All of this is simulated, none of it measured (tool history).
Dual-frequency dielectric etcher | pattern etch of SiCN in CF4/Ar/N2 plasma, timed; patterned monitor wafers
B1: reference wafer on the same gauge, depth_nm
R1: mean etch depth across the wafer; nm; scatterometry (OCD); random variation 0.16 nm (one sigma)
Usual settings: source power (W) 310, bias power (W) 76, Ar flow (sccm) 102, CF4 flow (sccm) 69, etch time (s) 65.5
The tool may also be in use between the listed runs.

Run 1, hour 0.0: usual settings; B1 44.10. Result: R1 42.39 nm.
At hour 28.2: source power generator calibrated.
Run 2, hour 43.1: usual settings; B1 44.11. Result: R1 42.65 nm.
Run 3, hour 88.0: usual settings; B1 44.07. Result: R1 42.62 nm.
At hour 122.5: gauge calibrated.
Run 4, hour 178.6: usual settings but source power (W) 270; B1 44.15. Result: R1 36.99 nm.
At hour 411.0: bias power generator calibrated.
At hour 432.5: wet clean of the chamber.
Run 5, hour 485.6: usual settings but source power (W) 270; B1 44.05. Result: R1 37.32 nm.
Run 6, hour 566.5: usual settings but source power (W) 270; B1 44.13. Result: R1 37.15 nm.
Run 7, hour 604.1: usual settings; B1 44.11. Result: R1 43.08 nm.
Run 8, hour 644.6: usual settings but CF4 flow (sccm) 62; B1 44.11. Result: R1 42.50 nm.
Run 9, hour 707.9: usual settings but source power (W) 370, CF4 flow (sccm) 61, etch time (s) 49.5; B1 44.02. Result: R1 38.63 nm.
Run 10, hour 747.8: usual settings; B1 44.14. Result: R1 43.47 nm.
Run 11, hour 785.7: usual settings but source power (W) 280, bias power (W) 89, etch time (s) 58.5; B1 44.07. Result: R1 36.32 nm.
Run 12, hour 891.7: usual settings but etch time (s) 59.0; B1 44.10. Result: R1 38.77 nm.
At hour 1004.9: wet clean of the chamber.
Run 13, hour 1005.4: usual settings; B1 44.05. Result: R1 42.98 nm.
At hour 1021.6: CF4 flow controller replaced.
Run 14, hour 1092.5: usual settings but source power (W) 370, bias power (W) 60, Ar flow (sccm) 121, etch time (s) 51.0; B1 44.13. Result: R1 36.30 nm.
Run 15, hour 1135.2: usual settings but Ar flow (sccm) 79, CF4 flow (sccm) 62; B1 44.14. Result: R1 44.96 nm.
Run 16, hour 1226.2: usual settings but CF4 flow (sccm) 53, etch time (s) 75.0; B1 44.09. Result: R1 48.13 nm.
Run 17, hour 1281.1: usual settings but source power (W) 380, bias power (W) 68, CF4 flow (sccm) 86, etch time (s) 80.5; B1 44.07. Result: R1 65.25 nm.
Run 18, hour 1360.3: usual settings; B1 44.03. Result: R1 43.19 nm.
Run 19, hour 1415.0: usual settings but source power (W) 370, CF4 flow (sccm) 60, etch time (s) 74.0; B1 44.14. Result: R1 57.84 nm.
Run 20, hour 1464.1: usual settings; B1 44.08. Result: R1 43.43 nm.
Run 21, hour 1504.2: usual settings but Ar flow (sccm) 84, CF4 flow (sccm) 56; B1 44.09. Result: R1 43.75 nm.
Run 22, hour 1550.3: usual settings but Ar flow (sccm) 112, etch time (s) 55.5; B1 44.11. Result: R1 35.89 nm.

Some steps in R1 between neighbouring runs. How much of each would the tool show without its hidden state too (settings, what came in, random variation), and how much is left for the hidden state, with any gauge scatter that isn't in both results?
The hidden state here: etch rate over this chamber's usual, %; source power that arrives over what is set, %; bias power that arrives over what is set, %; Ar flow that arrives over what is set, %; CF4 flow that arrives over what is set, %; gauge reads high (%).
Run 16 -> 17: source power (W) 310 -> 380, bias power (W) 76 -> 68, CF4 flow (sccm) 53 -> 86, etch time (s) 75.0 -> 80.5. R1 +17.12 nm: hidden state +0.23, all else +16.89.
Run 17 -> 18: source power (W) 380 -> 310, bias power (W) 68 -> 76, CF4 flow (sccm) 86 -> 69, etch time (s) 80.5 -> 65.5. R1 -22.06 nm: hidden state -0.33, all else -21.73.
Run 18 -> 19: source power (W) 310 -> 370, CF4 flow (sccm) 69 -> 60, etch time (s) 65.5 -> 74.0. R1 +14.65 nm: hidden state +0.29, all else +14.36.
